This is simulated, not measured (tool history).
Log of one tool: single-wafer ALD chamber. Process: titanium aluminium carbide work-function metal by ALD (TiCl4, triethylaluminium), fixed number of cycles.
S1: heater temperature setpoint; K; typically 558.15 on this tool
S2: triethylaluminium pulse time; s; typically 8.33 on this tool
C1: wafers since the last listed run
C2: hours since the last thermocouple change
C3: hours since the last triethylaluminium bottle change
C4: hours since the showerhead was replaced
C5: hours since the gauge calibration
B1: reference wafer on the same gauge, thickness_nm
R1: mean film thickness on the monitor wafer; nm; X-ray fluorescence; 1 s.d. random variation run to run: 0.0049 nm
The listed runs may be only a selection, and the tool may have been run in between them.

| run | hour | S1 | S2 | C1 | C2 | C3 | C4 | C5 | B1 | R1 |
|---|---|---|---|---|---|---|---|---|---|---|
| 1 | 0.0 | 558.15 | 7.28 | 0 | 2158.3 | 1750.3 | 5061.5 | 53.5 | 1.810 | 1.808 |
| 2 | 11.5 | 558.15 | 7.28 | 184 | 2169.8 | 1761.8 | 5073.0 | 65.0 | 1.811 | 1.803 |
| 3 | 27.1 | 558.15 | 7.28 | 249 | 2185.4 | 1777.4 | 5088.6 | 80.6 | 1.810 | 1.804 |
| 4 | 44.8 | 558.15 | 8.33 | 283 | 2203.1 | 1795.1 | 5106.3 | 98.3 | 1.810 | 1.845 |
| 5 | 53.6 | 558.15 | 8.33 | 140 | 2211.9 | 1803.9 | 5115.1 | 107.1 | 1.810 | 1.840 |
| 6 | 66.4 | 566.15 | 8.33 | 204 | 2224.7 | 1816.7 | 5127.9 | 119.9 | 1.810 | 1.927 |
| 7 | 76.0 | 566.15 | 8.33 | 153 | 2234.3 | 1826.3 | 5137.5 | 129.5 | 1.810 | 1.924 |
| 8 | 83.8 | 558.15 | 8.33 | 124 | 2242.1 | 1834.1 | 5145.3 | 137.3 | 1.810 | 1.848 |
| 9 | 95.5 | 558.15 | 8.33 | 187 | 2253.8 | 1845.8 | 5157.0 | 149.0 | 1.810 | 1.829 |
| 10 | 104.3 | 558.15 | 8.33 | 140 | 2262.6 | 1854.6 | 5165.8 | 157.8 | 1.811 | 1.836 |
| 11 | 115.6 | 555.15 | 6.85 | 180 | 2273.9 | 1865.9 | 5177.1 | 169.1 | 1.809 | 1.735 |
| 12 | 139.1 | 555.15 | 6.85 | 376 | 2297.4 | 1889.4 | 5200.6 | 192.6 | 1.811 | 1.737 |
| 13 | 156.1 | 568.15 | 11.51 | 272 | 2314.4 | 1906.4 | 5217.6 | 209.6 | 1.810 | 2.054 |
| 14 | 164.4 | 551.15 | 9.88 | 132 | 2322.7 | 1914.7 | 5225.9 | 217.9 | 1.810 | 1.822 |
| 15 | 177.4 | 558.15 | 8.33 | 208 | 2335.7 | 1927.7 | 5238.9 | 230.9 | 1.810 | 1.832 |
| 16 | 192.9 | 558.15 | 8.33 | 248 | 2351.2 | 1943.2 | 5254.4 | 246.4 | 1.809 | 1.832 |
| 17 | 200.8 | 572.15 | 6.01 | 126 | 2359.1 | 1951.1 | 5262.3 | 254.3 | 1.810 | 1.827 |
| 18 | 217.4 | 558.15 | 6.63 | 265 | 2375.7 | 1967.7 | 5278.9 | 270.9 | 1.810 | 1.742 |
|  | 232.8 | thermocouple changed; heater temperature recalibrated |
| 19 | 233.3 | 552.15 | 9.20 | 126 | 0.5 | 1983.6 | 5294.8 | 286.8 | 1.810 | 1.808 |
|  | 249.0 | showerhead replaced, of another model than before |
|  | 251.0 | triethylaluminium bottle replaced |
| 20 | 251.5 | 558.15 | 8.33 | 131 | 18.7 | 0.5 | 2.5 | 305.0 | 1.811 | 1.974 |
|  | 264.0 | gauge calibrated |
| 21 | 264.3 | 548.15 | 7.15 | 204 | 31.5 | 13.3 | 15.3 | 0.3 | 1.810 | 1.833 |
| 22 | 301.4 | 567.15 | 7.39 | 594 | 68.6 | 50.4 | 52.4 | 37.4 | 1.810 | 2.036 |
| 23 | 313.8 | 554.15 | 6.83 | 198 | 81.0 | 62.8 | 64.8 | 49.8 | 1.811 | 1.896 |
| 24 | 326.9 | 573.15 | 8.33 | 209 | 94.1 | 75.9 | 77.9 | 62.9 | 1.810 | 2.126 |
| 25 | 336.5 | 547.15 | 10.94 | 153 | 103.7 | 85.5 | 87.5 | 72.5 | 1.810 | 1.897 |

What if the next run were any one of these 3? Each begins from the tool's condition after run 25:
| A | 336.9 | 558.15 | 8.33 | 6 | 104.1 | 85.9 | 87.9 | 72.9 | ? | ? |
| B | 336.9 | 553.15 | 10.25 | 6 | 104.1 | 85.9 | 87.9 | 72.9 | ? | ? |
| C | 336.9 | 544.15 | 9.57 | 6 | 104.1 | 85.9 | 87.9 | 72.9 | ? | ? |

| run | B1 | R1 |
|---|---|---|
| A | 1.810 | 1.964 |
| B | 1.810 | 1.948 |
| C | 1.810 | 1.845 |
Stripped of hidden state, with their random variation kept, the same runs would have yielded:
| run | R1 |
|---|---|
| A | 1.978 |
| B | 1.959 |
| C | 1.856 |
